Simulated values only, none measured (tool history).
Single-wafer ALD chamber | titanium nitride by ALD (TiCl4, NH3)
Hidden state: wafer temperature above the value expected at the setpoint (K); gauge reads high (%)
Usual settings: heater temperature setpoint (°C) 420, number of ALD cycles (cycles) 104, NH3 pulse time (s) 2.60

run,hour,heater temperature setpoint (°C),number of ALD cycles (cycles),NH3 pulse time (s),wafers since the last listed run,hours since the last thermocouple change,hours since the showerhead was replaced,hours since the gauge calibration,"read-back reference wafer on the same gauge, thickness_nm",mean film thickness on the monitor wafer (angstrom)
1,0.0,420,104,2.60,0,1303.5,4312.0,189.7,2.137,23.88
2,8.6,420,104,2.60,16,1312.1,4320.6,198.3,2.138,24.00
3,23.0,420,104,2.60,28,1326.5,4335.0,212.7,2.140,23.82
4,35.4,420,104,2.60,24,1338.9,4347.4,225.1,2.139,23.88
5,42.7,420,104,2.60,14,1346.2,4354.7,232.4,2.140,23.90
6,49.0,416,104,3.07,12,1352.5,4361.0,238.7,2.142,23.99
7,65.4,420,109,2.60,32,1368.9,4377.4,255.1,2.143,25.06
8,77.5,420,109,2.60,23,1381.0,4389.5,267.2,2.143,25.11
9,88.4,420,104,2.60,21,1391.9,4400.4,278.1,2.145,24.06
10,103.4,420,104,2.60,29,1406.9,4415.4,293.1,2.146,23.92
11,112.0,420,104,2.60,16,1415.5,4424.0,301.7,2.146,24.12
12,120.3,420,104,2.60,16,1423.8,4432.3,310.0,2.148,24.00
13,139.9,420,104,2.95,38,1443.4,4451.9,329.6,2.147,24.03
14,147.5,420,104,2.95,14,1451.0,4459.5,337.2,2.148,24.10
15,164.7,420,104,2.60,33,1468.2,4476.7,354.4,2.150,24.03
16,181.3,431,104,2.60,32,1484.8,4493.3,371.0,2.152,24.14
17,198.1,431,104,2.60,33,1501.6,4510.1,387.8,2.153,24.05
18,211.3,420,111,2.60,25,1514.8,4523.3,401.0,2.154,25.73
19,225.5,408,97,2.03,27,1529.0,4537.5,415.2,2.155,22.27
# hour 244.5: thermocouple changed; heater temperature recalibrated
20,245.0,432,123,1.97,22,0.5,4557.0,434.7,2.156,28.34
21,258.7,426,124,1.82,26,14.2,4570.7,448.4,2.158,28.57
22,267.5,433,104,1.70,17,23.0,4579.5,457.2,2.158,23.93
23,275.3,433,104,1.70,15,30.8,4587.3,465.0,2.157,23.76
# hour 283.5: showerhead replaced
24,287.6,406,118,3.63,8,43.1,4.1,477.3,2.158,27.52
25,303.6,433,104,1.70,31,59.1,20.1,493.3,2.159,23.87
26,313.0,420,111,2.27,18,68.5,29.5,502.7,2.160,25.71
27,327.5,420,104,1.79,28,83.0,44.0,517.2,2.162,23.97
28,345.1,428,90,3.56,34,100.6,61.6,534.8,2.163,21.03
29,353.9,425,104,3.45,17,109.4,70.4,543.6,2.163,24.44
# hour 358.8: gauge calibrated
30,366.7,414,104,3.53,25,122.2,83.2,7.9,2.119,23.76
31,374.4,411,104,2.60,15,129.9,90.9,15.6,2.119,23.65
32,382.1,425,123,2.60,15,137.6,98.6,23.3,2.119,28.08
33,393.0,427,104,2.90,21,148.5,109.5,34.2,2.120,23.82
34,407.2,420,104,1.85,27,162.7,123.7,48.4,2.120,23.43
35,419.3,430,104,2.20,23,174.8,135.8,60.5,2.123,23.61
36,433.9,420,104,2.60,28,189.4,150.4,75.1,2.124,23.69
37,448.8,426,92,2.27,29,204.3,165.3,90.0,2.124,20.98
38,459.1,420,104,3.03,20,214.6,175.6,100.3,2.125,23.84
39,472.1,429,122,2.60,25,227.6,188.6,113.3,2.126,27.83
40,489.3,420,104,2.60,33,244.8,205.8,130.5,2.127,23.74
41,497.2,410,104,1.72,15,252.7,213.7,138.4,2.127,23.47

Hidden state at the last listed run before each entry between runs and at the first one after, where it differs:
Between runs 19 and 20: thermocouple changed; heater temperature recalibrated (hour 244.5)
  gauge reads high (%): 1.61 -> 1.68
  measured less the result without the state, mean film thickness on the monitor wafer (angstrom): +0.35 -> +0.47
Between runs 23 and 24: showerhead replaced (hour 283.5)
  gauge reads high (%): 1.78 -> 1.83
  measured less the result without the state, mean film thickness on the monitor wafer (angstrom): +0.41 -> +0.50
Between runs 29 and 30: gauge calibrated (hour 358.8)
  gauge reads high (%): 2.05 -> -0.0772
  measured less the result without the state, mean film thickness on the monitor wafer (angstrom): +0.49 -> -0.02
